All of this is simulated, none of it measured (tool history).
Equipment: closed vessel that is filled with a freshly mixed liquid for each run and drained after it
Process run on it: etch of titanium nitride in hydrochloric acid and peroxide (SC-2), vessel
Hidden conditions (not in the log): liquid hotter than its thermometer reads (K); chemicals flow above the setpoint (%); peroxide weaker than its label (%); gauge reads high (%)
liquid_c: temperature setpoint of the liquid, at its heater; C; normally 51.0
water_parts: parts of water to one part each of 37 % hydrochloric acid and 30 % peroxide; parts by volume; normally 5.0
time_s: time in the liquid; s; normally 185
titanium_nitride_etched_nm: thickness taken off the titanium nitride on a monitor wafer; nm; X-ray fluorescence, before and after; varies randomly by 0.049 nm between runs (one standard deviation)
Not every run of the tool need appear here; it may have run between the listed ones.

run,hour,liquid_c,water_parts,time_s,wafers since the last listed run,hours since the thermometer was replaced,hours since the chemicals flow meter was replaced,hours since the drum of peroxide was connected,hours since the gauge calibration,"read-back film thickness of the titanium nitride reference wafer, read on the same gauge (nm)",titanium_nitride_etched_nm
1,0.0,51.0,5.0,150,0,1026.4,2006.1,136.9,1589.7,150.02,4.77
2,28.8,51.0,5.0,230,3432,1055.2,2034.9,165.7,1618.5,150.02,7.29
3,61.2,51.0,5.0,230,3861,1087.6,2067.3,198.1,1650.9,150.00,7.38
# hour 66.8: chemicals flow meter replaced
4,114.7,51.0,4.0,125,6256,1141.1,47.9,251.6,1704.4,150.01,4.57
5,167.5,51.0,4.0,125,6292,1193.9,100.7,304.4,1757.2,150.01,4.60
# hour 205.7: new drum of peroxide connected, repeated, since the last time left the tool worse
6,212.5,51.0,4.0,125,5243,1238.9,145.7,6.8,1802.2,150.00,5.02
7,244.3,47.5,5.0,240,3789,1270.7,177.5,38.6,1834.0,149.98,6.50
8,272.8,47.5,5.0,240,3396,1299.2,206.0,67.1,1862.5,149.97,6.51
9,303.7,51.0,5.0,185,3682,1330.1,236.9,98.0,1893.4,149.98,6.28
10,356.8,51.0,4.0,185,6328,1383.2,290.0,151.1,1946.5,150.00,7.26
11,410.6,51.0,5.0,185,6411,1437.0,343.8,204.9,2000.3,150.02,6.34
12,449.0,51.0,4.0,280,4576,1475.4,382.2,243.3,2038.7,149.99,11.02
13,495.9,51.0,6.5,75,5589,1522.3,429.1,290.2,2085.6,150.01,2.09
# hour 588.5: gauge calibrated
14,597.1,51.0,4.0,125,12060,1623.5,530.3,391.4,8.6,150.01,4.99
15,669.0,56.5,5.0,185,8568,1695.4,602.2,463.3,80.5,150.03,8.89
16,724.4,51.0,5.0,240,6602,1750.8,657.6,518.7,135.9,150.00,7.90
# hour 739.8: thermometer replaced
17,784.3,51.0,5.0,185,7019,44.5,717.5,578.6,195.8,150.01,6.20

Run 18, settings as shown, results not yet in. Your forecast:
18,813.5,54.5,5.0,185,3480,73.7,746.7,607.8,225.0,?,?

{"run 18": {"read-back film thickness of the titanium nitride reference wafer, read on the same gauge (nm)": 150.02, "titanium_nitride_etched_nm": 7.77}}
Take away the tool's hidden state, keep the run-to-run variation as it was, and the same run would have given titanium_nitride_etched_nm 8.07 nm.

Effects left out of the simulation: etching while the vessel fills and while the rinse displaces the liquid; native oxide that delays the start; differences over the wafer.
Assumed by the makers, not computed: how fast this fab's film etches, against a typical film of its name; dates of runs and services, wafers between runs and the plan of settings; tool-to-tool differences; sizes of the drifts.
